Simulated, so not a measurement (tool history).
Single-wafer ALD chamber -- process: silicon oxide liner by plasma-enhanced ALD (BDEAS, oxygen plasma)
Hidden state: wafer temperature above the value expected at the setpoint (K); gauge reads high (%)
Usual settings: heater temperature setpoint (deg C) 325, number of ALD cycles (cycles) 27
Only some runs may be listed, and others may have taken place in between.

run     day  heater temperature setpoint (deg C)  number of ALD cycles (cycles)  wafers since the last listed run  hours since the last thermocouple change  hours since the gauge calibration  read-back reference wafer on the same gauge, thickness_nm  mean film thickness on the monitor wafer (Å)
  1   0.000                                  325                             29                                 0                                    1596.7                              317.9                                                      2.471                                         26.39
  2   0.596                                  325                             27                               153                                    1611.0                              332.2                                                      2.472                                         24.47
      1.092  -- gauge calibrated
  3   1.917                                  325                             27                               339                                    1642.7                               19.8                                                      2.441                                         24.26
  4   2.833                                  325                             27                               235                                    1664.7                               41.8                                                      2.444                                         24.34
  5   4.258                                  325                             27                               366                                    1698.9                               76.0                                                      2.449                                         24.27
  6   5.662                                  325                             27                               360                                    1732.6                              109.7                                                      2.452                                         24.29
  7   6.354                                  325                             27                               177                                    1749.2                              126.3                                                      2.452                                         24.35
  8   7.488                                  325                             27                               291                                    1776.4                              153.5                                                      2.454                                         24.40
  9   8.771                                  318                             26                               329                                    1807.2                              184.3                                                      2.458                                         23.74
 10   9.583                                  318                             26                               208                                    1826.7                              203.8                                                      2.459                                         23.68
     11.038  -- thermocouple changed; heater temperature recalibrated
 11  11.058                                  325                             27                               293                                       0.5                              239.2                                                      2.463                                         24.43
 12  12.254                                  330                             27                               307                                      29.2                              267.9                                                      2.466                                         24.38
 13  13.733                                  325                             27                               379                                      64.7                              303.4                                                      2.469                                         24.54
 14  14.638                                  335                             30                               232                                      86.4                              325.1                                                      2.473                                         26.80
 15  15.562                                  314                             24                               237                                     108.6                              347.3                                                      2.473                                         22.11
 16  17.058                                  316                             23                               384                                     144.5                              383.2                                                      2.478                                         21.17
     17.417  -- gauge calibrated
 17  17.958                                  325                             27                               231                                     166.1                               13.0                                                      2.443                                         24.12
 18  18.754                                  332                             30                               204                                     185.2                               32.1                                                      2.443                                         26.74
 19  21.612                                  325                             27                               734                                     253.8                              100.7                                                      2.451                                         24.22
 20  22.842                                  325                             27                               315                                     283.3                              130.2                                                      2.453                                         24.37
 21  23.608                                  318                             24                               196                                     301.7                              148.6                                                      2.457                                         21.74
 22  25.050                                  318                             27                               370                                     336.3                              183.2                                                      2.459                                         24.61
 23  25.742                                  325                             27                               177                                     352.9                              199.8                                                      2.461                                         24.48

How would selected steps in mean film thickness on the monitor wafer (Å) from run to run divide? Give the signed amount a tool lacking its hidden state would still show from settings, what came in and random variation, and the signed amount left for the hidden state, including any gauge scatter that is not in both of the compared results.
Run 2 -> 3: gauge calibrated. mean film thickness on the monitor wafer (Å) -0.21: hidden state -0.30, all else +0.09.
Run 14 -> 15: heater temperature setpoint (deg C) 335 -> 314, number of ALD cycles (cycles) 30 -> 24. mean film thickness on the monitor wafer (Å) -4.69: hidden state -0.05, all else -4.64.
Run 16 -> 17: heater temperature setpoint (deg C) 316 -> 325, number of ALD cycles (cycles) 23 -> 27, gauge calibrated. mean film thickness on the monitor wafer (Å) +2.95: hidden state -0.29, all else +3.24.
